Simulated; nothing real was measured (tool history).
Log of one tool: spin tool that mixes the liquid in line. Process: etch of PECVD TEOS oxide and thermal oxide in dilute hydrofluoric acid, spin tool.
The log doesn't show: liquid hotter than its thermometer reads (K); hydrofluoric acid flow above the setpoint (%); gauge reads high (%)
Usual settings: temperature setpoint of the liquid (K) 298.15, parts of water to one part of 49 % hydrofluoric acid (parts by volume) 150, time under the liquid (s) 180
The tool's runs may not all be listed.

run    hour  temperature setpoint of the liquid (K)  parts of water to one part of 49 % hydrofluoric acid (parts by volume)  time under the liquid (s)  wafers since the last listed run  hours since the thermometer was replaced  hours since the hydrofluoric acid flow meter was replaced  hours since the gauge calibration  read-back film thickness of the PECVD TEOS oxide reference wafer, read on the same gauge (nm)  read-back film thickness of the thermal oxide reference wafer, read on the same gauge (nm)  thickness taken off the PECVD TEOS oxide on a monitor wafer (Å)  thickness taken off the thermal oxide on a monitor wafer (Å)
  1       0                                  298.15                                                                     100                        180                                 0                                    1682.6                                                      843.6                               1123                                                                                         130.02                                                                                      140.07                                                            237.2                                                          91.6
  2      46                                  298.15                                                                     100                        180                               426                                    1728.6                                                      889.6                               1169                                                                                         129.96                                                                                      140.02                                                            243.7                                                          91.3
  3   133.9                                  298.15                                                                     100                        180                               814                                    1816.5                                                      977.5                             1256.9                                                                                         130.03                                                                                      140.04                                                            241.3                                                          91.7
  4   192.1                                  298.15                                                                     150                        180                               539                                    1874.7                                                     1035.7                             1315.1                                                                                            130                                                                                      140.01                                                            151.2                                                          58.1
  5   297.1                                  298.15                                                                     150                        180                               973                                    1979.7                                                     1140.7                             1420.1                                                                                         130.04                                                                                         140                                                            154.1                                                          58.7
  6   380.9                                  298.15                                                                     150                        180                               776                                    2063.5                                                     1224.5                             1503.9                                                                                            130                                                                                      140.04                                                            151.6                                                          59.9
  7   420.3                                  298.15                                                                     150                        180                               365                                    2102.9                                                     1263.9                             1543.3                                                                                         129.96                                                                                      139.97                                                            156.6                                                          58.2
  8   493.7                                  298.15                                                                     150                        180                               680                                    2176.3                                                     1337.3                             1616.7                                                                                         130.01                                                                                      140.02                                                            154.6                                                          59.1
  9   584.6                                  300.15                                                                     150                        180                               842                                    2267.2                                                     1428.2                             1707.6                                                                                         130.04                                                                                      140.06                                                            168.4                                                          63.6
      595.1  -- gauge calibrated
      646.8  -- thermometer replaced
 10   692.6                                  300.15                                                                     150                        180                               991                                      45.8                                                     1536.2                               97.5                                                                                         129.97                                                                                      140.02                                                            167.7                                                          64.2
 11   733.6                                  298.15                                                                      75                        180                               379                                      86.8                                                     1577.2                              138.5                                                                                         129.94                                                                                         140                                                            340.9                                                         129.9
 12   814.7                                  300.15                                                                     120                         75                               751                                     167.9                                                     1658.3                              219.6                                                                                         130.05                                                                                      140.01                                                             90.6                                                            35
 13   863.5                                  298.15                                                                     150                        115                               452                                     216.7                                                     1707.1                              268.4                                                                                         130.02                                                                                      139.96                                                            102.1                                                          38.3
      955.8  -- hydrofluoric acid flow meter replaced
 14   961.6                                  298.15                                                                     150                        180                               899                                     314.8                                                        5.8                              366.5                                                                                         130.03                                                                                      139.98                                                            144.4                                                          55.8
 15  1029.1                                  299.65                                                                     150                        120                               625                                     382.3                                                       73.3                                434                                                                                         129.99                                                                                      139.99                                                            104.4                                                          39.3
 16  1172.5                                  298.15                                                                     150                        180                              1328                                     525.7                                                      216.7                              577.4                                                                                            130                                                                                      140.02                                                            144.7                                                          56.2
 17  1250.7                                  302.15                                                                     210                         75                               724                                     603.9                                                      294.9                              655.6                                                                                         129.99                                                                                      140.01                                                             47.6                                                          17.9
 18  1322.5                                  298.15                                                                     225                         80                               665                                     675.7                                                      366.7                              727.4                                                                                         129.99                                                                                         140                                                             41.2                                                          15.2
 19  1390.7                                  301.15                                                                     150                        180                               632                                     743.9                                                      434.9                              795.6                                                                                         130.01                                                                                      140.04                                                            166.5                                                          62.8
 20  1431.3                                  298.15                                                                     150                        180                               376                                     784.5                                                      475.5                              836.2                                                                                         129.98                                                                                         140                                                              147                                                          56.5

The same runs without the tool's hidden state, with the same run-to-run variation:
run  thickness taken off the PECVD TEOS oxide on a monitor wafer (Å)  thickness taken off the thermal oxide on a monitor wafer (Å)
  1                                                            224.3                                                          86.6
  2                                                              230                                                          86.2
  3                                                            226.6                                                          86.2
  4                                                            141.2                                                          54.3
  5                                                              143                                                          54.5
  6                                                            140.2                                                          55.3
  7                                                            144.5                                                          53.7
  8                                                              142                                                          54.3
  9                                                            153.8                                                          58.2
 10                                                            152.3                                                          58.3
 11                                                            311.2                                                         118.6
 12                                                             81.9                                                          31.7
 13                                                             91.9                                                          34.5
 14                                                            141.8                                                          54.8
 15                                                            102.1                                                          38.5
 16                                                            140.5                                                          54.6
 17                                                             45.9                                                          17.2
 18                                                             39.6                                                          14.6
 19                                                            159.5                                                          60.1
 20                                                            140.6                                                            54
